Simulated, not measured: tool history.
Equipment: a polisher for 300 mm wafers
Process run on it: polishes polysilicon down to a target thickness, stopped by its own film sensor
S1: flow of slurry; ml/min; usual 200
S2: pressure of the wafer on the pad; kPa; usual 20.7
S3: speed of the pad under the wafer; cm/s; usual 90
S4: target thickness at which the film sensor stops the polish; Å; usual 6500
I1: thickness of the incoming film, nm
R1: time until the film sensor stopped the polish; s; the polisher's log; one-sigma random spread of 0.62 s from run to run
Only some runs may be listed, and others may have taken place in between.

run,hour,S1,S2,S3,S4,I1,R1
1,0.0,200,20.7,90,6500,1251.7,83.7
2,12.7,200,20.7,90,6500,1267.8,85.4
3,42.9,200,20.7,76,6500,1283.1,106.2
# hour 55.9: worn pad replaced by a new one
4,74.4,200,20.7,76,6500,1278.2,102.7
5,89.6,200,20.7,90,6500,1248.6,84.6
6,114.2,200,20.7,90,6500,1259.8,87.5
7,127.2,200,20.7,90,6500,1247.0,86.0
8,142.1,265,22.8,66,6500,1253.5,103.1
# hour 155.4: worn pad replaced by a new one
# hour 166.6: head pressure recalibrated
9,221.0,225,23.4,90,6500,1281.5,70.8
# hour 236.3: worn pad replaced by a new one
10,251.0,200,20.7,90,6500,1268.2,77.4
# hour 300.9: slurry nozzle cleaned
# hour 320.4: worn pad replaced by a new one
11,357.5,240,20.7,90,8220,1266.0,55.6
12,390.6,200,20.7,90,6500,1267.0,81.1
# hour 420.5: worn pad replaced by a new one
13,424.9,140,17.9,90,5440,1265.5,111.5
14,448.6,200,20.7,90,5480,1271.8,94.7

Below are 3 alternative next runs, each starting from the tool's condition after run 14. Predict each:
A,449.1,200,20.7,90,6500,1262.9,?
B,449.1,200,20.7,118,7100,1262.9,?
C,449.1,200,20.7,90,5260,1262.9,?

run,R1
A,80.1
B,55.1
C,96.4
Without the tool's unlogged condition, the same runs would have read:
run,R1
A,75.7
B,52.1
C,91.0
